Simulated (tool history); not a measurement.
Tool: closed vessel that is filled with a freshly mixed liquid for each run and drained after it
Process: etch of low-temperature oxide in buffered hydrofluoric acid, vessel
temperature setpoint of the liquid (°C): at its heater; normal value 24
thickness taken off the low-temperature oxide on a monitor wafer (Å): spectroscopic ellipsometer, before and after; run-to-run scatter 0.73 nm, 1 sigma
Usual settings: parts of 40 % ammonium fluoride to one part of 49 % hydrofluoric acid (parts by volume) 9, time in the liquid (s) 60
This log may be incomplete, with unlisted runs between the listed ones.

run,hour,temperature setpoint of the liquid (°C),parts of 40 % ammonium fluoride to one part of 49 % hydrofluoric acid (parts by volume),time in the liquid (s),"read-back film thickness of the low-temperature oxide reference wafer, read on the same gauge (nm)",thickness taken off the low-temperature oxide on a monitor wafer (Å)
1,0,24,9,60,70,1277.1
2,32.9,20,9,60,69.99,1019.4
3,50.2,20,9,60,70.04,1027.5
4,84.4,20,9,60,70.02,1024.8
5,96.6,24,9,60,70.04,1271.4
# hour 102.3: thermometer replaced
6,113.7,24,9,60,70.01,1274.9
7,147.1,24,9,60,70.02,1273.1
8,211.8,21,9,60,69.98,1077.8
9,246.8,24,7,70,70.01,1831.8
10,276.5,24,7,70,70.01,1828.6
11,292.5,24,9,60,70.05,1242.5
12,319.5,28.5,9,60,70.02,1587.7
13,337,24,6.5,30,70.03,848.7
14,366.1,24,9,60,69.97,1243.7
15,393.4,25.5,11,50,69.97,924.2
16,421.3,26.5,9,60,70.02,1396.1
17,436.5,26.5,5.5,90,69.98,3400.3
# hour 444.5: hydrofluoric acid flow meter replaced
18,461,21.5,9,35,69.98,704
19,487.1,24,7,60,70.02,1784.1
20,505.6,27.5,8,50,69.99,1548.1
21,537.4,20,9,85,70.03,1546.7
22,551.9,24,7,70,70.01,2057.4

Run 23, settings as shown, results not yet in. Your forecast:
# hour 567.1: gauge calibrated
23,572.6,19.5,10,30,?,?

Run 23 came out at read-back film thickness of the low-temperature oxide reference wafer, read on the same gauge (nm) 70.03, thickness taken off the low-temperature oxide on a monitor wafer (Å) 488.6.
If the tool had no hidden condition, the same run with the same run-to-run variation would have returned thickness taken off the low-temperature oxide on a monitor wafer (Å) 500.6.

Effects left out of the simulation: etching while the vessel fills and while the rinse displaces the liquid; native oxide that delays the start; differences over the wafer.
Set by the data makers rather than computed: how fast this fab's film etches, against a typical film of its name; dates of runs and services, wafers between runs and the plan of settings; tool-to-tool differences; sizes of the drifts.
